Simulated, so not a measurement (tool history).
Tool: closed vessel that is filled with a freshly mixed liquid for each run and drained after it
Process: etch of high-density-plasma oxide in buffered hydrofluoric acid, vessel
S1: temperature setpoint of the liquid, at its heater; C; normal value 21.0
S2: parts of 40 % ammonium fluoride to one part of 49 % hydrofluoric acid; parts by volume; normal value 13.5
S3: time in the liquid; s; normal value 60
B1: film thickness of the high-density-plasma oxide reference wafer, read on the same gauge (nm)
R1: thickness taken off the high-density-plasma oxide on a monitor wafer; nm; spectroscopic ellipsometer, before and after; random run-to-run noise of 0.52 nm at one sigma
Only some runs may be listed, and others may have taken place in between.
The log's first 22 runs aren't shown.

run 23 day=48.592 | S1=25.0 S2=17.0 S3=60 | B1=50.02 | R1=71.67
run 24 day=50.092 | S1=21.0 S2=13.5 S3=75 | B1=49.99 | R1=91.62
run 25 day=52.446 | S1=21.0 S2=13.5 S3=60 | B1=50.00 | R1=73.48
run 26 day=53.654 | S1=22.5 S2=16.0 S3=90 | B1=50.01 | R1=101.05
run 27 day=54.767 | S1=19.0 S2=10.5 S3=60 | B1=50.01 | R1=83.46
run 28 day=55.971 | S1=24.5 S2=13.5 S3=60 | B1=50.00 | R1=89.14
run 29 day=58.642 | S1=21.0 S2=9.5 S3=60 | B1=49.99 | R1=101.96
-- day=59.258 gauge calibrated
run 30 day=61.546 | S1=21.0 S2=15.0 S3=90 | B1=49.99 | R1=99.93

Here are 5 independent what-if runs from the current tool condition. What would each one return?
run A day=61.575 | S1=21.0 S2=13.5 S3=60 | B1=? | R1=?
run B day=61.575 | S1=17.0 S2=11.0 S3=45 | B1=? | R1=?
run C day=61.575 | S1=19.0 S2=9.0 S3=60 | B1=? | R1=?
run D day=61.575 | S1=18.5 S2=9.0 S3=30 | B1=? | R1=?
run E day=61.575 | S1=17.5 S2=13.5 S3=60 | B1=? | R1=?

run=A B1=50.00 R1=74.00
run=B B1=50.00 R1=54.15
run=C B1=50.00 R1=94.81
run=D B1=50.00 R1=46.09
run=E B1=50.00 R1=60.79
Without the tool's unlogged condition, the same runs would have read:
run=A R1=72.25
run=B R1=52.84
run=C R1=92.55
run=D R1=44.99
run=E R1=59.32

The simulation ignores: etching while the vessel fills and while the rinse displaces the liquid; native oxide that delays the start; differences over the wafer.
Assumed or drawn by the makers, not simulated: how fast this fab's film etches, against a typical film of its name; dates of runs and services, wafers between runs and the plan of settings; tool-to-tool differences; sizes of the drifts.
